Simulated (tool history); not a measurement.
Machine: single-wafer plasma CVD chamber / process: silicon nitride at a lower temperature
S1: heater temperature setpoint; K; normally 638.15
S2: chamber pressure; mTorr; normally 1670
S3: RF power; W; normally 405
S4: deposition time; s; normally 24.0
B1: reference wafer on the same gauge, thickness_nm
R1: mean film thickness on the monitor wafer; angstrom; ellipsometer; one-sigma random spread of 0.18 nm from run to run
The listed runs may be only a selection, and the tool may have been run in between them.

run     day      S1    S2   S3    S4      B1      R1
  1   0.000  638.15  1670  405  24.0  39.690  330.35
  2   1.142  638.15  1670  405  24.0  39.630  327.68
  3   2.175  638.15  1670  405  24.0  39.657  328.83
  4   3.171  638.15  1670  405  24.0  39.538  327.18
  5   3.983  638.15  1670  405  24.0  39.587  329.45
  6   5.367  638.15  1510  405  24.0  39.722  309.39
      6.725  -- RF generator calibrated
  7   6.738  638.15  1380  405  24.0  39.694  310.46
      7.750  -- thermocouple changed; heater temperature recalibrated
  8   8.017  638.15  1380  405  24.0  39.609  311.51
  9   9.346  638.15  1380  405  24.0  39.576  313.43
     10.396  -- capacitance manometer re-zeroed and calibrated
 10  10.417  638.15  1670  405  24.0  39.634  345.81
 11  11.138  638.15  1670  405  24.0  39.565  346.52
 12  12.512  638.15  1670  405  24.0  39.634  347.75
 13  13.700  638.15  1670  340  28.0  39.684  346.09
 14  14.642  628.15  1670  380  24.0  39.645  327.73
     15.175  -- gauge calibrated
 15  15.546  650.15  1300  405  21.0  39.590  262.51
 16  16.938  638.15  1670  405  26.0  39.611  371.90
 17  17.667  638.15  1670  405  24.0  39.572  345.48
 18  18.329  638.15  1670  405  24.0  39.628  349.41
     19.546  -- showerhead replaced
 19  19.567  634.15  1260  480  19.4  39.711  270.77
 20  20.571  632.15  2060  405  24.0  39.629  374.64
 21  21.488  638.15  1670  405  24.0  39.600  344.79
 22  22.062  631.15  1670  405  26.4  39.729  380.52
 23  22.825  638.15  1670  435  22.0  39.718  335.19
 24  24.046  627.15  1950  405  24.0  39.632  372.38
 25  24.654  638.15  1670  405  24.0  39.650  345.09
 26  25.892  638.15  1670  405  24.0  39.611  343.96
 27  26.779  649.15  1840  355  19.8  39.629  266.21
 28  27.629  638.15  1400  405  24.0  39.632  311.99
 29  28.767  638.15  1670  405  24.0  39.504  346.43
 30  30.196  638.15  1380  405  24.0  39.713  309.38

Forecast each of these 3 alternatives for the next run:
  A  30.212  638.15  1900  405  24.0   ?   ?
  B  30.212  652.15  1850  355  25.6   ?   ?
  C  30.212  643.15  2020  405  24.0   ?   ?

run      B1      R1
  A  39.735  363.90
  B  39.735  342.40
  C  39.735  372.05
The same runs, with their run-to-run variation unchanged, on a tool lacking any hidden condition would have given:
run      R1
  A  370.83
  B  349.37
  C  379.13
